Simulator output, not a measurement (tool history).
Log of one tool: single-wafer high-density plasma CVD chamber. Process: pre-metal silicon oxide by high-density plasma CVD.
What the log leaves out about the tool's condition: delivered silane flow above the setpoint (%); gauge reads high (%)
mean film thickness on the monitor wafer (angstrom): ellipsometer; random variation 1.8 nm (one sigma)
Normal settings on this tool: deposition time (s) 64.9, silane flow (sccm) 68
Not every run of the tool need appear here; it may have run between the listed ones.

run   hour  deposition time (s)  silane flow (sccm)  wafers since the last listed run  hours since the silane flow controller was replaced  hours since the gauge calibration  read-back reference wafer on the same gauge, thickness_nm  mean film thickness on the monitor wafer (angstrom)
  1      0                 64.9                  68                                 0                                               1469.9                                 97                                                    402.772                                              4510.07
  2     16                 64.9                  68                               338                                               1485.9                                113                                                    403.401                                              4542.54
  3   32.2                 74.8                  68                               342                                               1502.1                              129.2                                                     403.01                                              5228.73
  4   38.5                 74.8                  68                               133                                               1508.4                              135.5                                                    403.052                                              5222.47
  5   47.6                 64.9                  68                               192                                               1517.5                              144.6                                                     403.35                                              4547.15
  6   63.1                 64.9                  68                               327                                                 1533                              160.1                                                    403.221                                              4550.86
  7   78.8                 72.5                  62                               331                                               1548.7                              175.8                                                    402.945                                              4661.56
  8   94.1                 64.9                  68                               323                                                 1564                              191.1                                                    402.203                                              4583.62
  9  111.1                 64.9                  68                               359                                                 1581                              208.1                                                    402.744                                              4550.26
 10  118.7                 64.9                  68                               160                                               1588.6                              215.7                                                    402.784                                              4583.04
 11  130.3                 74.9                  68                               245                                               1600.2                              227.3                                                    402.967                                              5229.43
 12  138.9                 59.5                  68                               181                                               1608.8                              235.9                                                    402.585                                              4203.74
 13  147.2                 64.9                  68                               175                                               1617.1                              244.2                                                    403.809                                              4565.56
 14  160.9                 64.9                  68                               289                                               1630.8                              257.9                                                    403.471                                              4565.92
 15  174.2                 64.9                  68                               281                                               1644.1                              271.2                                                    402.997                                              4590.02
 16  181.5                 64.9                  68                               154                                               1651.4                              278.5                                                    402.696                                              4538.26
 17  212.6                 64.9                  68                               657                                               1682.5                              309.6                                                      402.4                                              4580.14
 18  226.6                 64.9                  76                               295                                               1696.5                              323.6                                                     403.25                                              5100.42
 19  278.3                 64.9                  68                              1092                                               1748.2                              375.3                                                    403.355                                              4609.85
 20  286.1                 64.9                  68                               164                                                 1756                              383.1                                                    403.287                                              4598.85
 21  301.7                 68.1                  77                               329                                               1771.6                              398.7                                                    403.027                                              5473.66
 22  344.4                 68.1                  77                               902                                               1814.3                              441.4                                                    403.142                                              5441.26
 23  353.9                 64.9                  68                               200                                               1823.8                              450.9                                                    402.269                                              4621.46
 24  365.6                 69.9                  79                               247                                               1835.5                              462.6                                                    403.223                                              5754.86

What will run 25 give?
 25  377.1                 61.2                  56                               243                                                 1847                              474.1                                                          ?                                                    ?

Logged for run 25: read-back reference wafer on the same gauge, thickness_nm 403.552, mean film thickness on the monitor wafer (angstrom) 3669.23.
Minus the tool's unlogged condition, the same run would have read mean film thickness on the monitor wafer (angstrom) 3471.31.

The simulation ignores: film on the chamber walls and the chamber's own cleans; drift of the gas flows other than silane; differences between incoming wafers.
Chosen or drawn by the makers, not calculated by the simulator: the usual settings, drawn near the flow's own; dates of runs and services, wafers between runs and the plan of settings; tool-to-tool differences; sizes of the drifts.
